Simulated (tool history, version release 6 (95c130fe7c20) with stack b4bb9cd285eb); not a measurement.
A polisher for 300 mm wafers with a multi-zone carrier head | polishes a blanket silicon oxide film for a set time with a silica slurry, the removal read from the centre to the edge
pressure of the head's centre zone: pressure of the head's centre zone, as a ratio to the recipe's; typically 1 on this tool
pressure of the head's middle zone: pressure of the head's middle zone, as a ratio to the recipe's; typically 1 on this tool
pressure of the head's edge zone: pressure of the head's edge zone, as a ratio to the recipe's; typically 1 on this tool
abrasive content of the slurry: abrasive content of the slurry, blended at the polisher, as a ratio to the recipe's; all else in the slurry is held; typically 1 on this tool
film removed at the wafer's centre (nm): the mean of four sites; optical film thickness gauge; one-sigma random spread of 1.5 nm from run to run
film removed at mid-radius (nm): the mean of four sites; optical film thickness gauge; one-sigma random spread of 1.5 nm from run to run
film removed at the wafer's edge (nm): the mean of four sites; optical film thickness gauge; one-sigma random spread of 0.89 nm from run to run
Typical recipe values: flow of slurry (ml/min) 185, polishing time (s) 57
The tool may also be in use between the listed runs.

run     day  flow of slurry (ml/min)  pressure of the head's centre zone  pressure of the head's middle zone  pressure of the head's edge zone  abrasive content of the slurry  polishing time (s)  wafers since the last listed run  wafers polished on this pad  hours since the slurry nozzle was cleaned  hours since the centre zone pressure was calibrated  hours since the edge zone pressure was calibrated  hours since the carrier head's membrane was replaced  incoming thickness of the incoming film, nm  film removed at the wafer's centre (nm)  film removed at mid-radius (nm)  film removed at the wafer's edge (nm)
  1       0                      185                                0.93                                   1                                 1                               1                  57                                 0                         4555                                      117.5                                                   79                                              103.3                                                 944.5                                        745.6                                    120.2                            129.9                                  132.5
  2   4.171                      135                                   1                                   1                              1.06                               1                  57                               941                         5497                                      217.6                                                179.1                                              203.4                                                1044.6                                        768.9                                    125.1                            127.9                                  132.5
  3   6.521                      185                                0.92                                   1                                 1                               1                  57                               530                         6027                                        274                                                235.5                                              259.8                                                  1101                                          748                                    119.8                            130.4                                  131.3
  4     9.5                      245                                1.07                                1.07                                 1                               1                  57                               672                         6699                                      345.5                                                  307                                              331.3                                                1172.5                                        757.9                                    145.7                            139.1                                  134.4
     10.204  -- worn pad replaced by a new one
  5  11.221                      185                                0.97                                   1                                 1                               1                  57                               350                          229                                      386.8                                                348.3                                              372.6                                                1213.8                                        764.1                                    126.2                            130.1                                    131
  6  15.262                      185                                   1                                   1                                 1                               1                  57                               912                         1141                                      483.8                                                445.3                                              469.6                                                1310.8                                        764.2                                    129.5                            132.1                                  130.6
  7  17.246                      185                                   1                                0.95                              0.95                            0.85                  57                               447                         1589                                      531.4                                                492.9                                              517.2                                                1358.4                                        760.6                                    121.6                            115.5                                  118.3
  8  20.767                      185                                   1                                   1                                 1                               1                  57                               794                         2384                                      615.9                                                577.4                                              601.7                                                1442.9                                        772.7                                    127.3                            129.4                                  132.4
     20.875  -- slurry nozzle cleaned
  9  23.221                      185                                   1                                   1                                 1                               1                  57                               544                         2928                                       56.3                                                636.3                                              660.6                                                1501.8                                        744.4                                    131.4                            129.8                                  131.7
       23.7  -- edge zone pressure recalibrated
     26.175  -- centre zone pressure recalibrated
 10  27.042                      230                                   1                                   1                                 1                               1                  48                               824                         3753                                        148                                                 20.8                                               80.2                                                1593.5                                        767.4                                    110.4                            111.7                                  111.9
 11  29.146                      185                                   1                                   1                                 1                               1                  57                               474                         4228                                      198.5                                                 71.3                                              130.7                                                  1644                                        757.1                                    131.7                            129.7                                  132.4
 12  30.779                      125                                0.88                                0.97                                 1                            1.25                  57                               368                         4596                                      237.7                                                110.5                                              169.9                                                1683.2                                        766.1                                    121.6                            133.3                                  140.6
      33.75  -- carrier head's membrane replaced by a new one
 13  34.967                      185                                   1                                   1                              0.92                               1                  57                               898                         5494                                      338.2                                                  211                                              270.4                                                  29.2                                        762.5                                    130.3                            130.1                                  127.6
     35.396  -- worn pad replaced by a new one
 14   38.85                      185                                   1                                0.95                              1.03                               1                  57                               838                          779                                      431.4                                                304.2                                              363.6                                                 122.4                                        771.9                                    128.4                            123.1                                  133.9
 15  43.321                      125                                1.03                                   1                                 1                               1                  57                              1009                         1788                                      538.7                                                411.5                                              470.9                                                 229.7                                        764.8                                    129.3                            123.2                                  127.6
 16  46.188                      185                                0.97                                   1                                 1                               1                  57                               646                         2435                                      607.5                                                480.3                                              539.7                                                 298.5                                        768.4                                    124.5                            130.7                                  131.7
 17  49.638                      245                                   1                                   1                               1.1                             0.7                  69                               778                         3214                                      690.3                                                563.1                                              622.5                                                 381.3                                        761.3                                    135.4                            138.3                                  142.3
 18  53.138                      185                                   1                                   1                                 1                            0.75                  57                               789                         4004                                      774.3                                                647.1                                              706.5                                                 465.3                                        765.5                                    113.3                              113                                  114.1
     53.629  -- edge zone pressure recalibrated
     54.483  -- slurry nozzle cleaned
 19  54.917                      185                                   1                                   1                                 1                               1                  57                               373                         4377                                       10.4                                                689.8                                               30.9                                                   508                                        751.9                                    129.6                            131.2                                  133.6
     56.692  -- centre zone pressure recalibrated
 20  67.175                      185                                   1                                0.91                                 1                               1                  37                              2747                         7125                                      304.6                                                251.6                                              325.1                                                 802.2                                        763.6                                       85                             78.3                                   85.2
     68.083  -- worn pad replaced by a new one
 21    69.7                      225                                0.93                                0.97                                 1                             1.3                  57                               532                          365                                      365.2                                                312.2                                              385.7                                                 862.8                                        757.1                                    138.6                            144.6                                  149.6

For each run, what was the tool's unlogged condition?
removal rate lost through wear of the pad, %: 0 at every run
slurry flow missing at the pad, %: 0 at every run
deviation of the centre zone's pressure from its setpoint, %: 0 at every run
deviation of the edge zone's pressure from its setpoint, %: 0 at every run
